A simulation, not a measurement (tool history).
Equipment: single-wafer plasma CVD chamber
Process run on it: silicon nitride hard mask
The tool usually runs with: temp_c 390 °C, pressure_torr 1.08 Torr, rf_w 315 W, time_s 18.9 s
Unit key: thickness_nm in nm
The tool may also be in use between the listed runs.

| run | hour | temp_c | pressure_torr | rf_w | time_s | read-back reference wafer on the same gauge, thickness_nm | thickness_nm |
|---|---|---|---|---|---|---|---|
| 1 | 0 | 390 | 1.08 | 315 | 18.9 | 20.095 | 16.715 |
| 2 | 7 | 390 | 1.08 | 315 | 20.3 | 20.088 | 17.942 |
| 3 | 22.5 | 390 | 1.08 | 315 | 20.3 | 20.093 | 18.07 |
| 4 | 58.9 | 390 | 1.08 | 315 | 20.3 | 20.116 | 18.038 |
| 5 | 69.7 | 390 | 1.08 | 315 | 18.9 | 20.091 | 16.808 |
| 6 | 79.3 | 390 | 1.08 | 315 | 18.9 | 20.101 | 16.777 |
| 7 | 86.7 | 390 | 1.08 | 315 | 21.9 | 20.096 | 19.457 |
| 8 | 99.9 | 390 | 1.08 | 315 | 21.9 | 20.093 | 19.438 |
| 9 | 115.1 | 390 | 1.08 | 315 | 18.9 | 20.104 | 16.765 |
| 10 | 126 | 390 | 1.08 | 315 | 18.9 | 20.1 | 16.803 |
| 11 | 143.5 | 390 | 1.08 | 315 | 21.4 | 20.091 | 19.017 |
| 12 | 150.4 | 390 | 1.08 | 315 | 21.4 | 20.095 | 19.023 |
|  | 154.2 | gauge calibrated |
| 13 | 156.5 | 390 | 1.08 | 315 | 21.4 | 20.102 | 18.982 |
|  | 167.2 | showerhead replaced |
|  | 167.9 | RF generator calibrated |
| 14 | 168.4 | 384 | 0.93 | 295 | 16.9 | 20.092 | 13.148 |
| 15 | 184.5 | 384 | 1.08 | 290 | 18.9 | 20.093 | 15.375 |
| 16 | 205.9 | 390 | 1.08 | 315 | 21.4 | 20.099 | 18.327 |
|  | 220.1 | capacitance manometer re-zeroed and calibrated |
|  | 226.5 | thermocouple changed; heater temperature recalibrated |
|  | 232.9 | RF generator calibrated, repeated, since the last time left the tool worse |
| 17 | 233.4 | 390 | 1.08 | 315 | 15.6 | 20.094 | 14.525 |
| 18 | 233.7 | 386 | 1.08 | 315 | 21.9 | 20.093 | 20.369 |
| 19 | 243.4 | 390 | 1.08 | 315 | 20.5 | 20.114 | 19.003 |
| 20 | 260.7 | 390 | 1.08 | 315 | 18.9 | 20.104 | 17.596 |
| 21 | 272.9 | 390 | 1.08 | 360 | 18.9 | 20.102 | 19.315 |
| 22 | 281.9 | 390 | 1.18 | 315 | 16.5 | 20.1 | 15.815 |
| 23 | 290.4 | 394 | 1.08 | 315 | 20 | 20.105 | 18.562 |
| 24 | 298.2 | 390 | 0.89 | 315 | 18.9 | 20.096 | 16.293 |
| 25 | 308.3 | 390 | 0.92 | 295 | 18.9 | 20.106 | 15.699 |
| 26 | 323.6 | 377 | 1.08 | 315 | 17.8 | 20.106 | 16.501 |

How would selected steps in thickness_nm from run to run divide? Give the signed amount a tool lacking its hidden state would still show from settings, what came in and random variation, and the signed amount left for the hidden state, including any gauge scatter that is not in both of the compared results.
Hidden conditions of the tool in this case: wafer temperature above the value expected at the setpoint (K); delivered RF power above the setpoint (%); true pressure above the setpoint (%); gauge reads high (%).
Run 13 -> 14: temp_c 390 -> 384, pressure_torr 1.08 -> 0.93, rf_w 315 -> 295, time_s 21.4 -> 16.9, showerhead replaced, RF generator calibrated. thickness_nm -5.834 nm: hidden state -0.136, all else -5.698.
Run 15 -> 16: temp_c 384 -> 390, rf_w 290 -> 315, time_s 18.9 -> 21.4. thickness_nm +2.952 nm: hidden state -0.236, all else +3.188.
Run 16 -> 17: time_s 21.4 -> 15.6, capacitance manometer re-zeroed and calibrated, thermocouple changed; heater temperature recalibrated, RF generator calibrated, repeated, since the last time left the tool worse. thickness_nm -3.802 nm: hidden state +1.526, all else -5.328.
Run 17 -> 18: temp_c 390 -> 386, time_s 15.6 -> 21.9. thickness_nm +5.844 nm: hidden state -0.012, all else +5.856.

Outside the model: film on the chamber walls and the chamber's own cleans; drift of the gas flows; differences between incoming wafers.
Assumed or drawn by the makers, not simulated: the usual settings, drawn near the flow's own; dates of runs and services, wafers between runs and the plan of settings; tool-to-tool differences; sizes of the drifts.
